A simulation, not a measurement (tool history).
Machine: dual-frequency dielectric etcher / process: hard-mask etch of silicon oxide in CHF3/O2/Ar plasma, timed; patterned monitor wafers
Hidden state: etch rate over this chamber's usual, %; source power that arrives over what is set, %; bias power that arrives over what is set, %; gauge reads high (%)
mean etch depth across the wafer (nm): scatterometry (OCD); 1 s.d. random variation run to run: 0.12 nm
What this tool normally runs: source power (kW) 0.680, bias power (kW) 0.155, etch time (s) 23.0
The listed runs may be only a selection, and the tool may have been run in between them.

run    hour  source power (kW)  bias power (kW)  etch time (s)  wafers since the last listed run  hours since the last wet clean  hours since the last source power generator calibration  hours since the last bias power generator calibration  hours since the last upper electrode change  hours since the gauge calibration  read-back reference wafer on the same gauge, depth_nm  mean etch depth across the wafer (nm)
  1     0.0              0.680            0.155           20.0                                 0                           695.5                                                   1075.6                                                 1567.9                                         19.7                               91.4                                                  48.32                                  37.70
  2    55.6              0.680            0.155           20.0                              1090                           751.1                                                   1131.2                                                 1623.5                                         75.3                              147.0                                                  48.27                                  37.51
  3   150.8              0.680            0.155           20.0                              1867                           846.3                                                   1226.4                                                 1718.7                                        170.5                              242.2                                                  48.27                                  37.21
      183.5  -- wet clean of the chamber
  4   209.5              0.680            0.155           23.0                               680                            26.0                                                   1285.1                                                 1777.4                                        229.2                              300.9                                                  48.32                                  44.14
  5   309.2              0.680            0.155           17.0                              1955                           125.7                                                   1384.8                                                 1877.1                                        328.9                              400.6                                                  48.28                                  32.60
  6   413.7              0.540            0.131           18.0                              2049                           230.2                                                   1489.3                                                 1981.6                                        433.4                              505.1                                                  48.29                                  31.30
  7   460.3              0.540            0.181           16.5                               914                           276.8                                                   1535.9                                                 2028.2                                        480.0                              551.7                                                  48.31                                  31.22
  8   502.6              0.680            0.155           23.0                               829                           319.1                                                   1578.2                                                 2070.5                                        522.3                              594.0                                                  48.31                                  43.56
  9   606.3              0.580            0.192           18.5                              2034                           422.8                                                   1681.9                                                 2174.2                                        626.0                              697.7                                                  48.30                                  35.68
 10   683.3              0.810            0.144           23.0                              1510                           499.8                                                   1758.9                                                 2251.2                                        703.0                              774.7                                                  48.31                                  44.39
      755.5  -- source power generator calibrated
 11   763.5              0.680            0.155           23.0                              1494                           580.0                                                      8.0                                                 2331.4                                        783.2                              854.9                                                  48.30                                  43.41
 12   829.0              0.520            0.144           18.5                              1284                           645.5                                                     73.5                                                 2396.9                                        848.7                              920.4                                                  48.33                                  32.20
 13   928.3              0.680            0.155           23.0                              1947                           744.8                                                    172.8                                                 2496.2                                        948.0                             1019.7                                                  48.30                                  42.94
      968.2  -- wet clean of the chamber
 14  1032.1              0.600            0.155           17.0                              1565                            63.9                                                    276.6                                                 2600.0                                       1051.8                             1123.5                                                  48.27                                  31.87
 15  1138.4              0.810            0.144           17.5                              2085                           170.2                                                    382.9                                                 2706.3                                       1158.1                             1229.8                                                  48.31                                  34.40
 16  1201.3              0.520            0.155           19.5                              1233                           233.1                                                    445.8                                                 2769.2                                       1221.0                             1292.7                                                  48.32                                  35.40
     1480.4  -- bias power generator calibrated
 17  1497.1              0.680            0.117           23.0                              5723                           528.9                                                    741.6                                                   16.7                                       1516.8                             1588.5                                                  48.28                                  41.38
 18  1595.6              0.610            0.178           21.0                              1932                           627.4                                                    840.1                                                  115.2                                       1615.3                             1687.0                                                  48.31                                  40.81
 19  1647.8              0.790            0.188           27.0                              1023                           679.6                                                    892.3                                                  167.4                                       1667.5                             1739.2                                                  48.31                                  56.38
 20  1754.8              0.780            0.119           16.5                              2098                           786.6                                                    999.3                                                  274.4                                       1774.5                             1846.2                                                  48.28                                  30.28
     1796.7  -- wet clean of the chamber
 21  1823.3              0.680            0.155           23.0                               872                            26.6                                                   1067.8                                                  342.9                                       1843.0                             1914.7                                                  48.31                                  44.74
 22  1887.5              0.550            0.125           16.0                              1259                            90.8                                                   1132.0                                                  407.1                                       1907.2                             1978.9                                                  48.30                                  28.04
 23  1971.1              0.680            0.155           23.0                              1639                           174.4                                                   1215.6                                                  490.7                                       1990.8                             2062.5                                                  48.28                                  44.52
 24  2037.9              0.580            0.143           23.0                              1310                           241.2                                                   1282.4                                                  557.5                                       2057.6                             2129.3                                                  48.30                                  42.06
 25  2079.3              0.540            0.172           25.5                               812                           282.6                                                   1323.8                                                  598.9                                       2099.0                             2170.7                                                  48.29                                  47.99
 26  2124.1              0.640            0.183           23.0                               878                           327.4                                                   1368.6                                                  643.7                                       2143.8                             2215.5                                                  48.29                                  45.72
 27  2231.5              0.790            0.155           27.0                              2106                           434.8                                                   1476.0                                                  751.1                                       2251.2                             2322.9                                                  48.31                                  53.65
 28  2278.0              0.530            0.155           23.0                               912                           481.3                                                   1522.5                                                  797.6                                       2297.7                             2369.4                                                  48.30                                  41.67

Hidden condition of the tool, last listed run before each entry between runs versus first listed run after:
Logged between run 3 and run 4: wet clean of the chamber (hour 183.5)
  etch rate over this chamber's usual, %: -3.43 -> -0.516; bias power that arrives over what is set, %: -4.66 -> -4.72
  measured value less the no-hidden-state value, mean etch depth across the wafer (nm): -1.82 -> -0.81
Logged between run 10 and run 11: source power generator calibrated (hour 755.5)
  etch rate over this chamber's usual, %: -2.24 -> -2.53; bias power that arrives over what is set, %: -5.08 -> -5.13
  measured value less the no-hidden-state value, mean etch depth across the wafer (nm): -1.64 -> -1.76
Logged between run 13 and run 14: wet clean of the chamber (hour 968.2)
  etch rate over this chamber's usual, %: -3.13 -> -0.0392; bias power that arrives over what is set, %: -5.21 -> -5.26
  measured value less the no-hidden-state value, mean etch depth across the wafer (nm): -2.03 -> -0.48
Logged between run 16 and run 17: bias power generator calibrated (hour 1480.4)
  etch rate over this chamber's usual, %: -0.654 -> -1.73; bias power that arrives over what is set, %: -5.33 -> 0.44
  measured value less the no-hidden-state value, mean etch depth across the wafer (nm): -0.77 -> -0.68
Logged between run 20 and run 21: wet clean of the chamber (hour 1796.7)
  etch rate over this chamber's usual, %: -2.67 -> -0.208; bias power that arrives over what is set, %: -0.618 -> -0.86
  measured value less the no-hidden-state value, mean etch depth across the wafer (nm): -0.87 -> -0.20

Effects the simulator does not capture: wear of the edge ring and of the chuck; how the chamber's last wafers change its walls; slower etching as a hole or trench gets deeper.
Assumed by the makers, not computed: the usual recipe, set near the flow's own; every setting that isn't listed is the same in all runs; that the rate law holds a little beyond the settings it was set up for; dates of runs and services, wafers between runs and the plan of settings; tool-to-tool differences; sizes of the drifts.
